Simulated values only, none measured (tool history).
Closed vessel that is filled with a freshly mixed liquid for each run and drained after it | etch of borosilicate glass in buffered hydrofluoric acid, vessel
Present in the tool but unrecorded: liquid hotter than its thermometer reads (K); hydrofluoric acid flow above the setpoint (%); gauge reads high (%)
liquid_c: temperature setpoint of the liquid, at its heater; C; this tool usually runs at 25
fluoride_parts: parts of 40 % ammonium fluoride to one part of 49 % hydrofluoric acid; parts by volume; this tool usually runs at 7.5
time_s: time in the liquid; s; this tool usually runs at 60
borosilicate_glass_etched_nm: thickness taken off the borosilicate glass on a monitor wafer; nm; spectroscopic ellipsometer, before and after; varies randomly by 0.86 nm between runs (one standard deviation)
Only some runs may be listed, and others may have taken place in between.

run    hour  liquid_c  fluoride_parts  time_s  wafers since the last listed run  hours since the thermometer was replaced  hours since the hydrofluoric acid flow meter was replaced  hours since the gauge calibration  read-back film thickness of the borosilicate glass reference wafer, read on the same gauge (nm)  borosilicate_glass_etched_nm
  1       0        25             7.5      60                                 0                                     684.6                                                     1063.2                               2500                                                                                            69.97                        112.69
  2    56.1        25             7.5      60                              4182                                     740.7                                                     1119.3                             2556.1                                                                                            69.99                        113.62
  3   128.7      22.5             7.5      60                              5413                                     813.3                                                     1191.9                             2628.7                                                                                            69.99                          99.4
      134.8  -- thermometer replaced
  4     198        25               9      60                              5092                                      63.2                                                     1261.2                               2698                                                                                            69.98                         93.06
  5   501.6        25               9      60                             22636                                     366.8                                                     1564.8                             3001.6                                                                                            69.99                         93.45
  6   547.4        25             7.5      60                              3414                                     412.6                                                     1610.6                             3047.4                                                                                            70.02                        113.95
  7   596.5        25             7.5      60                              3660                                     461.7                                                     1659.7                             3096.5                                                                                               70                         113.1
  8   810.9        25             7.5      60                             15985                                     676.1                                                     1874.1                             3310.9                                                                                               70                        113.86
  9   887.8        25             7.5      35                              5733                                       753                                                       1951                             3387.8                                                                                               70                         66.18
      940.1  -- gauge calibrated
 10   953.9        25             5.5      85                              4928                                     819.1                                                     2017.1                               13.8                                                                                            70.01                        212.84
 11  1016.4        25             5.5      85                              4659                                     881.6                                                     2079.6                               76.3                                                                                            70.01                        217.69
 12  1053.8        25             5.5      85                              2788                                       919                                                       2117                              113.7                                                                                            70.01                        213.26
     1099.7  -- hydrofluoric acid flow meter replaced
 13  1141.5        25             9.5      60                              6464                                    1006.7                                                       41.8                              201.4                                                                                            69.99                         90.22
     1194.5  -- thermometer replaced
 14    1239        25               5      50                              7194                                      44.5                                                      139.3                              298.9                                                                                            70.01                        139.55
 15  1278.2      27.5             9.5      80                              2922                                      83.7                                                      178.5                              338.1                                                                                            69.99                        135.36
 16  1317.2      21.5             7.5      60                              2907                                     122.7                                                      217.5                              377.1                                                                                               70                         93.87
 17  1406.4        20             7.5      60                              6650                                     211.9                                                      306.7                              466.3                                                                                            69.99                         85.32
 18    1448        22             7.5      60                              3101                                     253.5                                                      348.3                              507.9                                                                                               70                          96.6
 19  1485.9      22.5               5      70                              2825                                     291.4                                                      386.2                              545.8                                                                                            69.99                        170.18
 20  1575.8      29.5             7.5      60                              6702                                     381.3                                                      476.1                              635.7                                                                                            70.03                        143.97
 21    1679        25             7.5      60                              7694                                     484.5                                                      579.3                              738.9                                                                                               70                        113.37
 22  1770.8      20.5             6.5      35                              6844                                     576.3                                                      671.1                              830.7                                                                                            70.02                         59.82
 23  1820.3        21             7.5      60                              3690                                     625.8                                                      720.6                              880.2                                                                                            70.01                         90.76
 24  1867.5      28.5               9      90                              3519                                       673                                                      767.8                              927.4                                                                                            69.98                        166.88
 25  1961.4        25             7.5      60                              7001                                     766.9                                                      861.7                             1021.3                                                                                            69.98                        112.87
 26  2023.5      21.5             9.5      90                              4630                                       829                                                      923.8                             1083.4                                                                                            69.98                        110.56
 27  2105.4        25             9.5      60                              6106                                     910.9                                                     1005.7                             1165.3                                                                                            70.01                         89.25
       2145  -- thermometer replaced
 28  2182.7        28              10      60                              5688                                      37.7                                                       1083                             1242.6                                                                                            69.99                        100.63
 29  2284.7        25             6.5      35                              7605                                     139.7                                                       1185                             1344.6                                                                                            70.01                         74.96
 30  2355.1        25             7.5      60                              5248                                     210.1                                                     1255.4                               1415                                                                                            69.98                        112.33
 31  2450.6        25             7.5      60                              7120                                     305.6                                                     1350.9                             1510.5                                                                                               70                        113.18

For each run, what was the tool's unlogged condition?
liquid hotter than its thermometer reads (K): 0 on each run
hydrofluoric acid flow above the setpoint (%): 0 on each run
gauge reads high (%): 0 on each run
